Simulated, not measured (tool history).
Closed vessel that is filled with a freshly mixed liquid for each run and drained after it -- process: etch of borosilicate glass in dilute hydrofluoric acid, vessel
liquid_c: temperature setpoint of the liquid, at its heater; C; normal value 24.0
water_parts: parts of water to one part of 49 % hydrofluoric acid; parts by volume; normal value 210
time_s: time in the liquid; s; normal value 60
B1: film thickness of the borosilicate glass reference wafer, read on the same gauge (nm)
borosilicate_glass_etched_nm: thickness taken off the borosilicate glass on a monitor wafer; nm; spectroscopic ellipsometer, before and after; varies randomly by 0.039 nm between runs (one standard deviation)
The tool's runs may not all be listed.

run 1 hour=0.0 | liquid_c=27.5 water_parts=210 time_s=50 | B1=110.02 | borosilicate_glass_etched_nm=9.63
run 2 hour=13.8 | liquid_c=27.5 water_parts=210 time_s=50 | B1=110.00 | borosilicate_glass_etched_nm=9.62
run 3 hour=31.6 | liquid_c=27.5 water_parts=210 time_s=50 | B1=110.02 | borosilicate_glass_etched_nm=9.70
run 4 hour=47.1 | liquid_c=24.0 water_parts=210 time_s=60 | B1=110.01 | borosilicate_glass_etched_nm=10.22
run 5 hour=63.8 | liquid_c=26.5 water_parts=210 time_s=60 | B1=110.02 | borosilicate_glass_etched_nm=11.15
run 6 hour=78.5 | liquid_c=26.5 water_parts=210 time_s=60 | B1=110.02 | borosilicate_glass_etched_nm=11.25
run 7 hour=94.2 | liquid_c=24.0 water_parts=210 time_s=60 | B1=110.00 | borosilicate_glass_etched_nm=10.32
run 8 hour=111.2 | liquid_c=22.5 water_parts=210 time_s=60 | B1=110.01 | borosilicate_glass_etched_nm=9.66
run 9 hour=122.8 | liquid_c=22.5 water_parts=210 time_s=60 | B1=109.99 | borosilicate_glass_etched_nm=9.78
-- hour=134.0 hydrofluoric acid flow meter replaced
run 10 hour=134.5 | liquid_c=24.0 water_parts=210 time_s=60 | B1=109.98 | borosilicate_glass_etched_nm=9.44
run 11 hour=150.2 | liquid_c=24.0 water_parts=210 time_s=60 | B1=110.00 | borosilicate_glass_etched_nm=9.41
run 12 hour=163.0 | liquid_c=28.0 water_parts=165 time_s=75 | B1=110.00 | borosilicate_glass_etched_nm=18.31
run 13 hour=173.1 | liquid_c=24.0 water_parts=210 time_s=60 | B1=109.99 | borosilicate_glass_etched_nm=9.40
run 14 hour=185.2 | liquid_c=24.0 water_parts=210 time_s=40 | B1=110.01 | borosilicate_glass_etched_nm=6.29
run 15 hour=235.5 | liquid_c=28.0 water_parts=265 time_s=95 | B1=109.99 | borosilicate_glass_etched_nm=12.88
-- hour=236.8 thermometer replaced
run 16 hour=248.8 | liquid_c=24.0 water_parts=290 time_s=60 | B1=110.03 | borosilicate_glass_etched_nm=6.29
-- hour=251.6 gauge calibrated
run 17 hour=258.4 | liquid_c=24.0 water_parts=155 time_s=90 | B1=110.00 | borosilicate_glass_etched_nm=20.37
run 18 hour=269.1 | liquid_c=20.0 water_parts=175 time_s=30 | B1=110.00 | borosilicate_glass_etched_nm=5.09
run 19 hour=276.5 | liquid_c=20.5 water_parts=210 time_s=60 | B1=110.00 | borosilicate_glass_etched_nm=8.28
run 20 hour=283.8 | liquid_c=24.0 water_parts=210 time_s=60 | B1=110.00 | borosilicate_glass_etched_nm=9.41
run 21 hour=294.8 | liquid_c=19.5 water_parts=155 time_s=60 | B1=109.98 | borosilicate_glass_etched_nm=11.43
run 22 hour=302.7 | liquid_c=26.5 water_parts=185 time_s=40 | B1=109.98 | borosilicate_glass_etched_nm=8.11
run 23 hour=314.9 | liquid_c=24.0 water_parts=210 time_s=90 | B1=110.01 | borosilicate_glass_etched_nm=14.28

Below are 5 alternative next runs, each starting from the tool's condition after run 23. Predict each:
run A hour=315.6 | liquid_c=24.0 water_parts=210 time_s=30 | B1=? | borosilicate_glass_etched_nm=?
run B hour=315.6 | liquid_c=21.0 water_parts=110 time_s=75 | B1=? | borosilicate_glass_etched_nm=?
run C hour=315.6 | liquid_c=28.5 water_parts=210 time_s=60 | B1=? | borosilicate_glass_etched_nm=?
run D hour=315.6 | liquid_c=26.5 water_parts=275 time_s=60 | B1=? | borosilicate_glass_etched_nm=?
run E hour=315.6 | liquid_c=24.0 water_parts=250 time_s=60 | B1=? | borosilicate_glass_etched_nm=?

run=A B1=110.01 borosilicate_glass_etched_nm=4.78
run=B B1=110.01 borosilicate_glass_etched_nm=22.59
run=C B1=110.01 borosilicate_glass_etched_nm=11.23
run=D B1=110.01 borosilicate_glass_etched_nm=7.46
run=E B1=110.01 borosilicate_glass_etched_nm=7.70
What these runs would have given with no unlogged condition in the tool:
run=A borosilicate_glass_etched_nm=4.63
run=B borosilicate_glass_etched_nm=21.96
run=C borosilicate_glass_etched_nm=10.88
run=D borosilicate_glass_etched_nm=7.22
run=E borosilicate_glass_etched_nm=7.46

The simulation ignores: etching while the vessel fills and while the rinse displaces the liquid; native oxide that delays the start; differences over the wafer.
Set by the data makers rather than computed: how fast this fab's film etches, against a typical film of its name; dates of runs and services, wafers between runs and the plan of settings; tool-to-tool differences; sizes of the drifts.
